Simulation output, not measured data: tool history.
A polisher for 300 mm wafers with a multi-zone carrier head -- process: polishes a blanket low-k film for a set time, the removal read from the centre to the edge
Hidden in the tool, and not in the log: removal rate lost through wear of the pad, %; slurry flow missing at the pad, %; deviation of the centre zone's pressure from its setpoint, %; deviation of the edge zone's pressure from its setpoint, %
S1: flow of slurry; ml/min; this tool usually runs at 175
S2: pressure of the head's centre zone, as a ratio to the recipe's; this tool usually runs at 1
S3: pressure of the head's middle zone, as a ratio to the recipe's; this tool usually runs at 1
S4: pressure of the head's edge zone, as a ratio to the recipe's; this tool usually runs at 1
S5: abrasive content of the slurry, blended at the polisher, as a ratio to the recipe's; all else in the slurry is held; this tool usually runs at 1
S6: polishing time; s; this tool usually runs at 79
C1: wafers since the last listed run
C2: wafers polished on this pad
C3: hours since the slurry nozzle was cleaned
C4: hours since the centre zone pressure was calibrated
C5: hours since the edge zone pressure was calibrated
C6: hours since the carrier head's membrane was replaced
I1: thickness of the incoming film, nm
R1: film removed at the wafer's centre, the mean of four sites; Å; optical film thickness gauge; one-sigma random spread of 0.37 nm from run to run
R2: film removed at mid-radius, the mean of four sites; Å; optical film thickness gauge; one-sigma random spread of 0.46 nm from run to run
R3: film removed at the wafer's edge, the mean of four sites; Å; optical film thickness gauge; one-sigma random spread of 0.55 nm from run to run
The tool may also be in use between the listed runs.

run	hour	S1	S2	S3	S4	S5	S6	C1	C2	C3	C4	C5	C6	I1	R1	R2	R3
1	0	175	1	1	1	1	79	0	568	403.9	62.9	342.5	29.5	325.2	418	424	400
2	89.1	175	1	1	1	1	79	803	1371	493	152	431.6	118.6	315.1	415	408	401
# hour 169.1: worn pad replaced by a new one
3	189.1	175	1	1	1	1	79	865	180	593	252	531.6	218.6	316.8	422	420	411
4	229.6	175	1	1	1	1	79	365	545	633.5	292.5	572.1	259.1	318.6	417	418	410
5	322.3	175	1	1	1	1	79	835	1381	726.2	385.2	664.8	351.8	314.5	417	418	396
6	363.8	135	1	1	1	1	79	374	1755	767.7	426.7	706.3	393.3	316.4	387	396	383
7	407.8	145	1	1	1	0.85	79	396	2151	811.7	470.7	750.3	437.3	317.3	358	357	350
# hour 420.9: slurry nozzle cleaned
8	453.5	145	1	1	1	0.85	79	402	2554	32.6	516.4	796	483	320.7	356	356	350
# hour 471.9: worn pad replaced by a new one
9	503.9	145	1	1	1	0.85	79	418	288	83	566.8	846.4	533.4	316.8	330	335	327
10	550.7	175	1	1	0.94	1	79	421	710	129.8	613.6	893.2	580.2	322.4	378	370	358
11	654	175	1	1	1	1.15	79	931	1641	233.1	716.9	996.5	683.5	324.1	387	381	367
# hour 666.9: edge zone pressure recalibrated
12	761.2	145	1	1	1	0.85	79	948	2590	340.3	824.1	94.3	790.7	324.1	306	309	307
# hour 787.5: worn pad replaced by a new one, repeated, since the last time left the tool worse
# hour 802.3: carrier head's membrane replaced by a new one
13	819.4	175	1.1	1	1	1	79	443	242	398.5	882.3	152.5	17.1	319.1	463	419	417
# hour 832.7: centre zone pressure recalibrated
14	866	175	1	1	0.97	1	79	402	644	445.1	33.3	199.1	63.7	322.5	416	413	401
15	919.9	175	1.08	1	1	1.15	79	485	1130	499	87.2	253	117.6	317.7	479	440	430
16	1023.3	140	1	1	1	1	79	932	2062	602.4	190.6	356.4	221	316.7	386	391	379
# hour 1034.7: worn pad replaced by a new one
17	1059.8	175	0.93	1	1	1	62	292	225	638.9	227.1	392.9	257.5	321.3	311	336	327
18	1149.7	175	1	1	0.94	1.3	79	810	1036	728.8	317	482.8	347.4	317	473	466	444
19	1198.2	175	1	1	1	1	79	437	1473	777.3	365.5	531.3	395.9	318.6	413	404	388
# hour 1203.6: slurry nozzle cleaned
20	1315.5	175	1	1	1	0.75	69	1048	2522	111.9	482.8	648.6	513.2	321.8	301	295	290
# hour 1329.7: worn pad replaced by a new one
21	1359.1	175	1	1	1	1	79	357	264	155.5	526.4	692.2	556.8	322.5	423	428	411

The logged runs with the hidden state left out (each run's random variation unchanged):
run	R1	R2	R3
1	426	432	408
2	431	424	417
3	425	423	414
4	424	425	417
5	433	434	411
6	406	415	401
7	379	378	371
8	381	381	374
9	375	381	372
10	435	426	412
11	457	450	434
12	372	376	373
13	470	426	424
14	427	424	412
15	498	458	447
16	411	416	403
17	314	339	330
18	487	480	458
19	430	421	404
20	323	315	311
21	426	431	414

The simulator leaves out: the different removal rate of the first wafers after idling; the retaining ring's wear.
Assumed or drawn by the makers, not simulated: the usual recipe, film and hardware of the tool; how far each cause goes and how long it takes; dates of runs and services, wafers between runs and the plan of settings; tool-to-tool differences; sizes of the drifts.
